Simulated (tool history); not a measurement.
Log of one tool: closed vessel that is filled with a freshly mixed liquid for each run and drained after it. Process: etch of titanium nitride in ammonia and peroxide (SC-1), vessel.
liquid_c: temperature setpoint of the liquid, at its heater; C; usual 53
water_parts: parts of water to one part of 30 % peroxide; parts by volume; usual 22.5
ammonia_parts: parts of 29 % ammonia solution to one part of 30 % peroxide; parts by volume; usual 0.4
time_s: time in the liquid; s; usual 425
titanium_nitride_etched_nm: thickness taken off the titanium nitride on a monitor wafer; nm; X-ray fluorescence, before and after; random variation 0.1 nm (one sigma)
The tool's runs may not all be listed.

run,day,liquid_c,water_parts,ammonia_parts,time_s,wafers since the last listed run,hours since the thermometer was replaced,hours since the ammonia flow meter was replaced,hours since the drum of ammonia solution was connected,hours since the gauge calibration,"read-back film thickness of the titanium nitride reference wafer, read on the same gauge (nm)",titanium_nitride_etched_nm
1,0,53,22.5,0.4,425,0,1560,1534.1,4.2,33.4,150.02,25.13
2,0.55,45,22.5,0.4,425,736,1573.2,1547.3,17.4,46.6,150.01,14.36
3,1.033,45,22.5,0.4,425,647,1584.8,1558.9,29,58.2,150,14.37
4,1.721,45,22.5,0.4,425,920,1601.3,1575.4,45.5,74.7,149.99,14.44
5,2.45,53,19.5,0.4,425,976,1618.8,1592.9,63,92.2,150.01,27.16
6,3.088,47.5,22.5,0.4,425,853,1634.1,1608.2,78.3,107.5,149.99,17.2
7,3.542,47.5,22.5,0.4,425,608,1645,1619.1,89.2,118.4,149.98,17.14
8,3.888,53,22.5,0.4,425,463,1653.3,1627.4,97.5,126.7,150,25.12
9,4.542,53,22.5,0.25,425,876,1669,1643.1,113.2,142.4,150.02,23.07
10,5.033,62,22.5,0.55,425,658,1680.8,1654.9,125,154.2,150.01,47.73
11,5.638,46,15,0.2,425,809,1695.3,1669.4,139.5,168.7,150.01,17.03
12,6.167,53,22.5,0.4,615,708,1708,1682.1,152.2,181.4,150.01,36.48
13,6.717,46.5,25.5,0.4,425,736,1721.2,1695.3,165.4,194.6,149.99,14.85
# day 7.529: thermometer replaced
14,8.312,47,22.5,0.4,425,2081,18.8,1733.6,203.7,232.9,150,13.97
15,8.817,53,22.5,0.4,245,675,30.9,1745.7,215.8,245,150.04,12.14
16,9.325,53,22.5,0.4,425,680,43.1,1757.9,228,257.2,149.99,21.05
# day 9.683: new drum of ammonia solution connected
17,10.025,44.5,22.5,0.35,425,881,59.9,1774.7,8.2,274,150,11.57
18,10.65,55.5,22.5,0.5,540,837,74.9,1789.7,23.2,289,149.98,33.86
# day 10.8: gauge calibrated
# day 10.958: ammonia flow meter replaced
19,11.179,50,22.5,0.4,320,652,87.6,5.3,35.9,9.1,149.98,13.16
20,11.662,62.5,22.5,0.45,425,647,99.2,16.9,47.5,20.7,150.01,41.31
21,13.338,53,22.5,0.4,425,2243,139.4,57.1,87.7,60.9,149.96,21.67
22,13.738,45.5,22.5,0.6,425,535,149,66.7,97.3,70.5,150,13.84
23,14.125,53,22.5,0.4,230,519,158.3,76,106.6,79.8,149.97,11.64
24,14.8,53,22.5,0.4,425,904,174.5,92.2,122.8,96,150.01,21.67
25,15.183,53,22.5,0.4,425,513,183.7,101.4,132,105.2,149.99,21.51
26,15.508,53,13,0.4,515,435,191.5,109.2,139.8,113,150,35.38
27,15.879,53,13.5,0.4,575,496,200.4,118.1,148.7,121.9,149.98,38.85
28,16.133,53,22.5,0.45,425,340,206.5,124.2,154.8,128,150,22.12

3 ways to go on from here, each from the tool as it stands after run 28. What would each give?
A,16.167,53,22.5,0.4,425,44,207.3,125,155.6,128.8,?,?
B,16.167,53,29.5,0.25,490,44,207.3,125,155.6,128.8,?,?
C,16.167,53,27.5,0.2,425,44,207.3,125,155.6,128.8,?,?

run,"read-back film thickness of the titanium nitride reference wafer, read on the same gauge (nm)",titanium_nitride_etched_nm
A,150,21.41
B,150,19.31
C,150,16.69
Without the tool's hidden state the same runs would have given:
run,titanium_nitride_etched_nm
A,21.09
B,19.02
C,16.45

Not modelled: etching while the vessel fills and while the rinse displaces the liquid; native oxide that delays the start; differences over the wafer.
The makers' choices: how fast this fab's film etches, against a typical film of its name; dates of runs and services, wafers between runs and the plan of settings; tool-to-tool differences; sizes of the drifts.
